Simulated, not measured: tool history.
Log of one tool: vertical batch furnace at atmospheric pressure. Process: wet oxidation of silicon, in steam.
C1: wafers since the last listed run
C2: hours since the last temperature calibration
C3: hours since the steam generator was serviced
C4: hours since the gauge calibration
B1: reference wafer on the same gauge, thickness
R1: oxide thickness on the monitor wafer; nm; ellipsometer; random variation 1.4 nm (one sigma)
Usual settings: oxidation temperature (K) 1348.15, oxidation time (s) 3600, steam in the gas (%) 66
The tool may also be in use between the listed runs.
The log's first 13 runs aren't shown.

run 14 hour=660.6 | oxidation_temperature_(K)=1348.15 oxidation_time_(s)=3600 steam_in_the_gas_(%)=66 | C1=426 C2=3665.4 C3=2163.3 C4=479.3 | B1=442.96 | R1=452.88
run 15 hour=694.1 | oxidation_temperature_(K)=1323.15 oxidation_time_(s)=4440 steam_in_the_gas_(%)=60 | C1=425 C2=3698.9 C3=2196.8 C4=512.8 | B1=443.14 | R1=427.61
run 16 hour=753.6 | oxidation_temperature_(K)=1348.15 oxidation_time_(s)=4380 steam_in_the_gas_(%)=71 | C1=755 C2=3758.4 C3=2256.3 C4=572.3 | B1=442.94 | R1=530.63
run 17 hour=782.6 | oxidation_temperature_(K)=1348.15 oxidation_time_(s)=4380 steam_in_the_gas_(%)=66 | C1=368 C2=3787.4 C3=2285.3 C4=601.3 | B1=443.16 | R1=508.52
run 18 hour=823.2 | oxidation_temperature_(K)=1348.15 oxidation_time_(s)=3600 steam_in_the_gas_(%)=66 | C1=515 C2=3828.0 C3=2325.9 C4=641.9 | B1=442.70 | R1=454.73
run 19 hour=877.4 | oxidation_temperature_(K)=1371.15 oxidation_time_(s)=3600 steam_in_the_gas_(%)=66 | C1=688 C2=3882.2 C3=2380.1 C4=696.1 | B1=443.00 | R1=498.55
run 20 hour=908.7 | oxidation_temperature_(K)=1357.15 oxidation_time_(s)=2250 steam_in_the_gas_(%)=75 | C1=397 C2=3913.5 C3=2411.4 C4=727.4 | B1=443.29 | R1=386.02
run 21 hour=936.4 | oxidation_temperature_(K)=1348.15 oxidation_time_(s)=3600 steam_in_the_gas_(%)=66 | C1=351 C2=3941.2 C3=2439.1 C4=755.1 | B1=443.08 | R1=453.13
-- hour=1015.7 steam generator serviced
run 22 hour=1016.2 | oxidation_temperature_(K)=1348.15 oxidation_time_(s)=2100 steam_in_the_gas_(%)=73 | C1=708 C2=4021.0 C3=0.5 C4=834.9 | B1=443.34 | R1=357.63
run 23 hour=1069.1 | oxidation_temperature_(K)=1363.15 oxidation_time_(s)=4440 steam_in_the_gas_(%)=66 | C1=671 C2=4073.9 C3=53.4 C4=887.8 | B1=442.67 | R1=558.86
-- hour=1131.0 thermocouples replaced and temperature profile calibrated
run 24 hour=1131.5 | oxidation_temperature_(K)=1348.15 oxidation_time_(s)=3600 steam_in_the_gas_(%)=71 | C1=487 C2=0.5 C3=115.8 C4=950.2 | B1=443.07 | R1=470.70
run 25 hour=1174.6 | oxidation_temperature_(K)=1348.15 oxidation_time_(s)=3600 steam_in_the_gas_(%)=71 | C1=547 C2=43.6 C3=158.9 C4=993.3 | B1=443.13 | R1=472.20
run 26 hour=1220.1 | oxidation_temperature_(K)=1348.15 oxidation_time_(s)=3600 steam_in_the_gas_(%)=66 | C1=577 C2=89.1 C3=204.4 C4=1038.8 | B1=442.44 | R1=451.22
run 27 hour=1270.3 | oxidation_temperature_(K)=1371.15 oxidation_time_(s)=2940 steam_in_the_gas_(%)=75 | C1=637 C2=139.3 C3=254.6 C4=1089.0 | B1=443.09 | R1=478.18
run 28 hour=1325.0 | oxidation_temperature_(K)=1348.15 oxidation_time_(s)=3600 steam_in_the_gas_(%)=66 | C1=694 C2=194.0 C3=309.3 C4=1143.7 | B1=443.23 | R1=449.17
run 29 hour=1373.5 | oxidation_temperature_(K)=1348.15 oxidation_time_(s)=3600 steam_in_the_gas_(%)=76 | C1=615 C2=242.5 C3=357.8 C4=1192.2 | B1=442.72 | R1=489.75
run 30 hour=1405.9 | oxidation_temperature_(K)=1348.15 oxidation_time_(s)=5310 steam_in_the_gas_(%)=66 | C1=411 C2=274.9 C3=390.2 C4=1224.6 | B1=443.06 | R1=561.76
run 31 hour=1450.2 | oxidation_temperature_(K)=1325.15 oxidation_time_(s)=3600 steam_in_the_gas_(%)=58 | C1=562 C2=319.2 C3=434.5 C4=1268.9 | B1=442.78 | R1=371.28
run 32 hour=1520.1 | oxidation_temperature_(K)=1367.15 oxidation_time_(s)=4830 steam_in_the_gas_(%)=59 | C1=887 C2=389.1 C3=504.4 C4=1338.8 | B1=443.54 | R1=539.82
run 33 hour=1561.1 | oxidation_temperature_(K)=1334.15 oxidation_time_(s)=2100 steam_in_the_gas_(%)=72 | C1=520 C2=430.1 C3=545.4 C4=1379.8 | B1=443.16 | R1=318.14
run 34 hour=1607.4 | oxidation_temperature_(K)=1348.15 oxidation_time_(s)=3600 steam_in_the_gas_(%)=66 | C1=588 C2=476.4 C3=591.7 C4=1426.1 | B1=443.06 | R1=449.99
run 35 hour=1665.1 | oxidation_temperature_(K)=1333.15 oxidation_time_(s)=2940 steam_in_the_gas_(%)=66 | C1=732 C2=534.1 C3=649.4 C4=1483.8 | B1=442.65 | R1=368.13
run 36 hour=1857.1 | oxidation_temperature_(K)=1359.15 oxidation_time_(s)=3600 steam_in_the_gas_(%)=59 | C1=2438 C2=726.1 C3=841.4 C4=1675.8 | B1=442.94 | R1=443.37
run 37 hour=1920.9 | oxidation_temperature_(K)=1348.15 oxidation_time_(s)=3600 steam_in_the_gas_(%)=66 | C1=810 C2=789.9 C3=905.2 C4=1739.6 | B1=443.45 | R1=450.92

5 ways to go on from here, each from the tool as it stands after run 37. What would each give?
run A hour=1925.3 | oxidation_temperature_(K)=1348.15 oxidation_time_(s)=3600 steam_in_the_gas_(%)=66 | C1=55 C2=794.3 C3=909.6 C4=1744.0 | B1=? | R1=?
run B hour=1925.3 | oxidation_temperature_(K)=1326.15 oxidation_time_(s)=4890 steam_in_the_gas_(%)=76 | C1=55 C2=794.3 C3=909.6 C4=1744.0 | B1=? | R1=?
run C hour=1925.3 | oxidation_temperature_(K)=1348.15 oxidation_time_(s)=2580 steam_in_the_gas_(%)=62 | C1=55 C2=794.3 C3=909.6 C4=1744.0 | B1=? | R1=?
run D hour=1925.3 | oxidation_temperature_(K)=1348.15 oxidation_time_(s)=4200 steam_in_the_gas_(%)=66 | C1=55 C2=794.3 C3=909.6 C4=1744.0 | B1=? | R1=?
run E hour=1925.3 | oxidation_temperature_(K)=1364.15 oxidation_time_(s)=3600 steam_in_the_gas_(%)=59 | C1=55 C2=794.3 C3=909.6 C4=1744.0 | B1=? | R1=?

run=A B1=442.78 R1=452.48
run=B B1=442.78 R1=529.50
run=C B1=442.78 R1=357.48
run=D B1=442.78 R1=495.13
run=E B1=442.78 R1=455.05
Without the tool's hidden state the same runs would have given:
run=A R1=454.72
run=B R1=531.93
run=C R1=359.01
run=D R1=497.69
run=E R1=457.82

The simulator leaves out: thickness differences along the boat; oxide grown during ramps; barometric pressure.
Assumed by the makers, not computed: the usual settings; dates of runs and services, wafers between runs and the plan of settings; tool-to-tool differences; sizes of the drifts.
